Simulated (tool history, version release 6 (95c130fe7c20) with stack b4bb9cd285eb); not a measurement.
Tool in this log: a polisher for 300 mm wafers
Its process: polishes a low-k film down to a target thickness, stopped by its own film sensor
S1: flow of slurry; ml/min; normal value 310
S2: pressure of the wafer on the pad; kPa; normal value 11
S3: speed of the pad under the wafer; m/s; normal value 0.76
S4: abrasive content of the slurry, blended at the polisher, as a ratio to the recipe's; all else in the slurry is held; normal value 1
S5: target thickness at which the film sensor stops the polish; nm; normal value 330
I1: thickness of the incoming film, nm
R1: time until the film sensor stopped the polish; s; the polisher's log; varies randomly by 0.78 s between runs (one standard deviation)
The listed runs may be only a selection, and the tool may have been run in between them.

run	hour	S1	S2	S3	S4	S5	I1	R1
1	0	310	11	0.76	1	330	352	77
2	7.6	310	11	0.76	1	330	353.4	83.1
3	23.2	310	11	0.76	1	330	356.8	96.1
# hour 27.7: slurry blender recalibrated
4	34.3	375	11	0.66	1	330	354.2	82.6
5	49.4	310	11	0.6	1	330	354.8	92.8
6	55.5	235	12.4	0.76	1	330	344.7	46.2
7	65.7	310	11	0.96	1	330	344.4	42.7
8	79.7	310	11	0.76	1	330	351.2	72
9	90.2	240	6.9	0.76	1	330	350.8	92
# hour 94.4: conditioning disc replaced and pad reconditioned
10	102.6	310	14.5	0.76	1	330	348.4	54.5
11	120.4	310	11	0.76	1	330	352.2	76.3
12	136.5	310	11	0.66	1.2	330	351.1	75.5
13	146.4	310	11	0.76	1	336	347	38.8
# hour 151.8: worn pad replaced by a new one
# hour 180.7: slurry blender recalibrated
14	181.2	310	11	0.76	1.1	333	349.8	53.6
15	195.8	310	11	0.76	1	334	352.8	62
16	209.5	250	11	0.84	1.25	323	352.3	88.8
17	225.5	310	11	0.76	0.75	336	348.1	43.7
18	236.3	310	11	0.76	0.8	330	343.5	48.1
19	251.3	310	11	0.76	1	330	353.1	79.6
20	258.8	345	8.3	0.76	0.85	330	350	81
21	267.7	310	11	0.76	1	330	348.5	63.1
22	280.2	310	11	0.76	1	330	348.3	63.2
23	286.5	275	7.6	0.98	0.9	330	343.3	49.5
24	292.9	310	11	0.76	1	330	350.1	69.5
# hour 295.3: slurry blender recalibrated
25	307	345	15.2	0.9	0.9	330	357	67.6

Run 26 comes next. What will it give?
26	320	265	11	0.76	1.1	330	349.7	?

{"run 26": {"R1": 63.7}}
Minus the tool's unlogged condition, the same run would have read R1 62.2 s.
